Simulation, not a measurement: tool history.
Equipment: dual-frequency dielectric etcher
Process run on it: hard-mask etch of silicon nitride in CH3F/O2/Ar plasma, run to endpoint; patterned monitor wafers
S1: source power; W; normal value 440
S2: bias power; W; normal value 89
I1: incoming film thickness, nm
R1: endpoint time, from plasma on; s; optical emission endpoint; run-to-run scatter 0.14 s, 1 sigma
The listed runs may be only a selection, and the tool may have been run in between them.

run,hour,S1,S2,I1,R1
1,0.0,440,89,40.75,48.3
2,23.5,440,89,41.16,48.5
3,41.5,440,89,40.65,48.2
4,76.9,440,89,41.51,49.3
5,95.0,440,89,40.62,48.3
6,107.0,440,89,40.43,48.0
7,139.7,510,84,40.94,46.4
8,173.0,440,89,40.95,49.0
9,185.7,440,89,40.58,48.4
10,220.1,440,89,40.69,48.8
11,247.3,440,89,40.95,49.4
12,263.0,440,89,40.81,49.2
13,324.2,440,72,40.55,53.6
14,324.5,440,89,41.25,48.5
15,382.6,440,89,41.10,48.6
16,399.3,440,89,41.06,48.7
17,426.8,350,74,40.95,62.7
18,444.0,410,89,40.93,50.3
19,466.0,440,89,41.04,48.6
20,489.5,440,98,40.81,45.9
21,523.1,540,97,40.53,40.8
22,538.7,360,79,40.66,59.0
23,576.5,440,89,40.71,48.6
24,593.0,540,102,41.12,40.7
25,606.8,340,103,40.74,53.2
26,634.2,440,89,41.12,49.3
27,648.1,440,89,40.69,48.8
28,679.8,440,89,40.53,48.8
29,714.1,520,97,40.43,42.5
30,747.5,350,89,41.35,57.9
31,768.2,480,89,41.24,47.4

Put back what was entered between runs (4 entries, withheld): which listed runs does each sit between, and how does the hidden state differ from the listed run before to the listed run after?
In the gap between runs 12 and 13: wet clean of the chamber (hour 306.1); source power generator calibrated (hour 319.4); upper electrode replaced (hour 323.7)
  etch rate over this chamber's usual, %: -2.64 -> -0.342
  difference, measured minus the result without the unlogged condition, R1: +1.3 -> +0.2 s
In the gap between runs 24 and 25: bias power generator calibrated (hour 606.3)
  etch rate over this chamber's usual, %: -2.11 -> -2.2
  difference, measured minus the result without the unlogged condition, R1: +0.9 -> +1.2 s
